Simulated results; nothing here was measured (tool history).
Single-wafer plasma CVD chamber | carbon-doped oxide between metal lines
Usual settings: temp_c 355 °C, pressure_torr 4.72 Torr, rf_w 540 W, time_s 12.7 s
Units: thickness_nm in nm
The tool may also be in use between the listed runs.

| run | hour | temp_c | pressure_torr | rf_w | time_s | read-back reference wafer on the same gauge, thickness_nm | thickness_nm |
|---|---|---|---|---|---|---|---|
| 1 | 0.0 | 355 | 4.38 | 540 | 13.4 | 66.465 | 68.324 |
| 2 | 22.2 | 355 | 4.38 | 540 | 13.4 | 66.398 | 68.142 |
| 3 | 35.2 | 355 | 4.72 | 540 | 12.7 | 66.434 | 65.024 |
| 4 | 54.9 | 355 | 4.72 | 540 | 12.7 | 66.406 | 65.022 |
|  | 75.5 | gauge calibrated |
| 5 | 86.1 | 355 | 4.72 | 540 | 12.7 | 66.435 | 65.137 |
| 6 | 98.6 | 362 | 4.72 | 540 | 12.7 | 66.443 | 63.738 |
| 7 | 125.8 | 362 | 4.72 | 540 | 12.7 | 66.372 | 63.661 |
| 8 | 222.6 | 362 | 4.72 | 540 | 12.7 | 66.419 | 63.466 |
| 9 | 248.6 | 351 | 4.72 | 540 | 12.7 | 66.394 | 65.558 |
| 10 | 274.8 | 351 | 4.72 | 540 | 12.7 | 66.430 | 65.098 |
| 11 | 308.2 | 355 | 4.72 | 540 | 12.7 | 66.405 | 64.374 |
|  | 343.9 | thermocouple changed; heater temperature recalibrated |
| 12 | 344.4 | 365 | 3.86 | 540 | 12.7 | 66.376 | 61.744 |
|  | 367.2 | showerhead replaced |
| 13 | 367.7 | 369 | 5.75 | 540 | 12.7 | 66.387 | 62.906 |
|  | 381.5 | gauge calibrated |
|  | 384.2 | RF generator calibrated |
| 14 | 384.8 | 355 | 4.72 | 595 | 12.7 | 66.335 | 70.667 |
| 15 | 397.2 | 346 | 4.72 | 480 | 12.7 | 66.425 | 64.347 |
| 16 | 410.7 | 346 | 4.72 | 540 | 12.7 | 66.420 | 69.110 |
| 17 | 424.4 | 340 | 5.62 | 575 | 13.9 | 66.418 | 80.617 |
| 18 | 438.7 | 355 | 5.55 | 490 | 12.7 | 66.392 | 64.264 |
|  | 464.1 | capacitance manometer re-zeroed and calibrated |
| 19 | 465.7 | 351 | 4.72 | 540 | 12.7 | 66.367 | 67.852 |
| 20 | 479.1 | 351 | 4.72 | 540 | 12.7 | 66.409 | 67.693 |
| 21 | 514.3 | 355 | 4.72 | 540 | 12.7 | 66.427 | 67.152 |
| 22 | 536.5 | 364 | 5.52 | 540 | 12.7 | 66.351 | 66.197 |
| 23 | 590.9 | 351 | 4.72 | 540 | 12.7 | 66.417 | 67.680 |
| 24 | 606.0 | 368 | 4.72 | 605 | 12.7 | 66.418 | 68.530 |
| 25 | 620.7 | 367 | 5.41 | 540 | 12.7 | 66.410 | 65.483 |

The tool's hidden state at each run:
wafer temperature above the value expected at the setpoint (K): 0 in every run
true pressure above the setpoint (%): 0 in every run
gauge reads high (%): 0 in every run
H1: delivered RF power above the setpoint (%)
| run | H1 |
|---|---|
| 1 | -4.94 |
| 2 | -5.07 |
| 3 | -5.15 |
| 4 | -5.27 |
| 5 | -5.46 |
| 6 | -5.54 |
| 7 | -5.71 |
| 8 | -6.34 |
| 9 | -6.51 |
| 10 | -6.69 |
| 11 | -6.93 |
| 12 | -7.18 |
| 13 | -7.35 |
| 14 | -0.458 |
| 15 | -0.458 |
| 16 | -0.459 |
| 17 | -0.461 |
| 18 | -0.463 |
| 19 | -0.47 |
| 20 | -0.474 |
| 21 | -0.489 |
| 22 | -0.5 |
| 23 | -0.536 |
| 24 | -0.547 |
| 25 | -0.56 |
